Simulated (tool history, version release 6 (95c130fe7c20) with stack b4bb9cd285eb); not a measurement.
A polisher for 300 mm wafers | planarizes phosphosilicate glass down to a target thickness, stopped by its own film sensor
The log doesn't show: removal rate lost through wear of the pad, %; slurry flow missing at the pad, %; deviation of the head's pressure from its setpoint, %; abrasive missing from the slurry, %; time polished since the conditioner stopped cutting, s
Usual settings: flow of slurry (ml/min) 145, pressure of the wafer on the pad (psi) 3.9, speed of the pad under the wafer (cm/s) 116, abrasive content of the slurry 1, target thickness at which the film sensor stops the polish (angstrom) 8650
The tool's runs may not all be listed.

run,hour,flow of slurry (ml/min),pressure of the wafer on the pad (psi),speed of the pad under the wafer (cm/s),abrasive content of the slurry,target thickness at which the film sensor stops the polish (angstrom),wafers since the last listed run,wafers polished on this pad,hours since the slurry nozzle was cleaned,hours since the head pressure was calibrated,hours since the slurry blender was calibrated,hours since the conditioning disc was replaced,"incoming thickness of the incoming film, nm",time until the film sensor stopped the polish (s)
1,0,145,3.9,116,1,8650,0,386,314.5,636,274.6,391.1,2147.7,109.4
2,30.1,145,3.9,116,1,8650,309,696,344.6,666.1,304.7,421.2,2087.3,110.3
# hour 54: conditioning disc replaced and pad reconditioned
3,60.9,145,3.9,116,1,8650,296,992,375.4,696.9,335.5,6.9,2099.7,108.4
# hour 66.4: head pressure recalibrated
# hour 84.6: slurry blender recalibrated
4,87,145,3.9,116,1,11700,227,1219,401.5,20.6,2.4,33,2147.7,87.8
5,119.2,145,3.9,116,1,11700,331,1550,433.7,52.8,34.6,65.2,2083.9,84.9
6,135,145,3.9,116,1,11700,162,1712,449.5,68.6,50.4,81,2074.4,84.4
# hour 139.8: worn pad replaced by a new one
7,152.5,125,4.3,76,1,11590,138,130,467,86.1,67.9,98.5,2090.5,88.5
8,177.9,145,4.7,86,1.2,8650,261,391,492.4,111.5,93.3,123.9,2095.6,96.2
9,213,145,3.9,116,1,8650,360,752,527.5,146.6,128.4,159,2139.6,115.6
10,226.1,105,3.9,92,1,8650,134,887,540.6,159.7,141.5,172.1,2100.3,134.9
# hour 241.5: slurry nozzle cleaned
11,278.4,175,3.5,78,1.2,8650,527,1414,36.9,212,193.8,224.4,2102.5,143.9
12,292.6,145,3.9,116,1,8650,145,1560,51.1,226.2,208,238.6,2132.5,116.5
13,315.1,145,3.9,154,1,8650,231,1792,73.6,248.7,230.5,261.1,2117,96
# hour 336.1: worn pad replaced by a new one
14,348.2,165,3.9,116,1,8650,299,124,106.7,281.8,263.6,294.2,2149,103.9
# hour 366.3: slurry blender recalibrated
15,427.2,145,3.9,148,1,8650,791,916,185.7,360.8,60.9,373.2,2120.3,97.6
16,454.3,145,3.9,116,1.15,10860,278,1194,212.8,387.9,88,400.3,2093.9,89
17,478,115,5,116,1,8650,243,1438,236.5,411.6,111.7,424,2113.7,96.3
18,494.1,145,3.9,116,1,8650,165,1604,252.6,427.7,127.8,440.1,2116.2,119.4
# hour 508.2: conditioning disc replaced and pad reconditioned
19,517.1,145,3.9,116,1,8650,215,1819,275.6,450.7,150.8,8.9,2108.1,118.1
20,533.2,145,2.6,116,1,6990,165,1985,291.7,466.8,166.9,25,2065.8,190.4
21,549.9,195,3.9,140,1,8650,171,2157,308.4,483.5,183.6,41.7,2105.6,98.1
# hour 565.3: worn pad replaced by a new one
22,575.6,175,3.5,78,1.2,8650,223,106,334.1,509.2,209.3,67.4,2093.6,127.3
23,611.4,145,3.9,116,1,8650,368,474,369.9,545,245.1,103.2,2114.6,108.3
24,629.2,145,3.9,116,1,8650,183,657,387.7,562.8,262.9,121,2127,107.2
25,660.2,145,3.9,78,1,8650,318,976,418.7,593.8,293.9,152,2104.3,136.3
26,681.6,145,3.9,116,1,8650,220,1196,440.1,615.2,315.3,173.4,2121.9,115.4

Forecast each of these 3 alternatives for the next run:
A,682,145,2.5,116,1,8650,4,1200,440.5,615.6,315.7,173.8,2133.5,?
B,682,145,3.9,116,1,11220,4,1200,440.5,615.6,315.7,173.8,2133.5,?
C,682,145,3.9,116,0.8,8650,4,1200,440.5,615.6,315.7,173.8,2133.5,?

run,time until the film sensor stopped the polish (s)
A,182.7
B,93.4
C,125.7
Without the tool's hidden state the same runs would have given:
run,time until the film sensor stopped the polish (s)
A,158.7
B,81.1
C,109.2

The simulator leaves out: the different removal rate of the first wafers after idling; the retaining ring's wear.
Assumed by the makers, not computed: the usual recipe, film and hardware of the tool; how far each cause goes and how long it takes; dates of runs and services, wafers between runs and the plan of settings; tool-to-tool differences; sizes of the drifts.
